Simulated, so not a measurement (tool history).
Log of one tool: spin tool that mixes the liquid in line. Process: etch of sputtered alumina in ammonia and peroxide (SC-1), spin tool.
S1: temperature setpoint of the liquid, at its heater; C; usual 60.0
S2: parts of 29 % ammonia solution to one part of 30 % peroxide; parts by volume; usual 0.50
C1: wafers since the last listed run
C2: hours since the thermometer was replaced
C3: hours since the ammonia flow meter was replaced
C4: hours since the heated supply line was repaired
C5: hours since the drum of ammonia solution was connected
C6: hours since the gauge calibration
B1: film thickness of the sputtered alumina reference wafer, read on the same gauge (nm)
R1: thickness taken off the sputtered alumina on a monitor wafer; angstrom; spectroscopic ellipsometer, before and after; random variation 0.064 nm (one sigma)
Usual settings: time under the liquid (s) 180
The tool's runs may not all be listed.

run 1 day=0.000 | S1=60.0 S2=0.50 time_under_the_liquid_(s)=180 | C1=0 C2=1746.2 C3=569.0 C4=2443.4 C5=210.4 C6=96.3 | B1=39.97 | R1=127.3
run 2 day=1.412 | S1=60.0 S2=0.50 time_under_the_liquid_(s)=180 | C1=208 C2=1780.1 C3=602.9 C4=2477.3 C5=244.3 C6=130.2 | B1=39.98 | R1=125.8
run 3 day=2.300 | S1=60.0 S2=0.65 time_under_the_liquid_(s)=180 | C1=130 C2=1801.4 C3=624.2 C4=2498.6 C5=265.6 C6=151.5 | B1=39.98 | R1=129.3
run 4 day=2.846 | S1=58.0 S2=0.65 time_under_the_liquid_(s)=180 | C1=80 C2=1814.5 C3=637.3 C4=2511.7 C5=278.7 C6=164.6 | B1=40.02 | R1=115.9
run 5 day=4.075 | S1=60.0 S2=0.50 time_under_the_liquid_(s)=180 | C1=181 C2=1844.0 C3=666.8 C4=2541.2 C5=308.2 C6=194.1 | B1=40.02 | R1=125.5
run 6 day=4.954 | S1=60.0 S2=0.50 time_under_the_liquid_(s)=180 | C1=129 C2=1865.1 C3=687.9 C4=2562.3 C5=329.3 C6=215.2 | B1=40.00 | R1=126.1
-- day=5.412 new drum of ammonia solution connected
run 7 day=5.517 | S1=67.5 S2=0.50 time_under_the_liquid_(s)=180 | C1=76 C2=1878.6 C3=701.4 C4=2575.8 C5=2.5 C6=228.7 | B1=40.02 | R1=183.7
run 8 day=6.092 | S1=64.5 S2=0.50 time_under_the_liquid_(s)=180 | C1=84 C2=1892.4 C3=715.2 C4=2589.6 C5=16.3 C6=242.5 | B1=39.97 | R1=157.6
-- day=6.667 thermometer replaced
run 9 day=7.004 | S1=69.5 S2=0.60 time_under_the_liquid_(s)=180 | C1=128 C2=8.1 C3=737.1 C4=2611.5 C5=38.2 C6=264.4 | B1=40.01 | R1=233.0
-- day=7.017 gauge calibrated
run 10 day=7.788 | S1=60.0 S2=0.65 time_under_the_liquid_(s)=180 | C1=115 C2=26.9 C3=755.9 C4=2630.3 C5=57.0 C6=18.5 | B1=40.03 | R1=145.0
run 11 day=8.558 | S1=60.0 S2=0.50 time_under_the_liquid_(s)=180 | C1=113 C2=45.4 C3=774.4 C4=2648.8 C5=75.5 C6=37.0 | B1=40.03 | R1=142.1
-- day=9.046 heated supply line repaired
-- day=9.158 ammonia flow meter replaced
run 12 day=10.038 | S1=60.0 S2=0.65 time_under_the_liquid_(s)=105 | C1=205 C2=80.9 C3=21.1 C4=23.8 C5=111.0 C6=72.5 | B1=39.96 | R1=84.3
run 13 day=11.433 | S1=67.0 S2=0.65 time_under_the_liquid_(s)=120 | C1=205 C2=114.4 C3=54.6 C4=57.3 C5=144.5 C6=106.0 | B1=40.02 | R1=136.8
run 14 day=12.354 | S1=67.5 S2=0.65 time_under_the_liquid_(s)=280 | C1=135 C2=136.5 C3=76.7 C4=79.4 C5=166.6 C6=128.1 | B1=39.99 | R1=325.4
run 15 day=13.367 | S1=51.5 S2=0.30 time_under_the_liquid_(s)=240 | C1=149 C2=160.8 C3=101.0 C4=103.7 C5=190.9 C6=152.4 | B1=40.02 | R1=113.9

Hidden state at the last listed run before each entry between runs and at the first one after, where it differs:
Between runs 6 and 7: new drum of ammonia solution connected (day 5.412)
  liquid colder than its thermometer reads (K): 2.57 -> 2.59
  measured less the result without the state, R1: -18.0 -> -25.0 angstrom
Between runs 8 and 9: thermometer replaced (day 6.667)
  liquid colder than its thermometer reads (K): 2.6 -> 0.25
  measured less the result without the state, R1: -22.0 -> -2.8 angstrom
Between runs 9 and 10: gauge calibrated (day 7.017)
  liquid colder than its thermometer reads (K): 0.25 -> 0.272
  measured less the result without the state, R1: -2.8 -> -2.1 angstrom
Between runs 11 and 12: heated supply line repaired (day 9.046); ammonia flow meter replaced (day 9.158)
  liquid colder than its thermometer reads (K): 0.293 -> 0.335
  measured less the result without the state, R1: -2.2 -> -1.5 angstrom
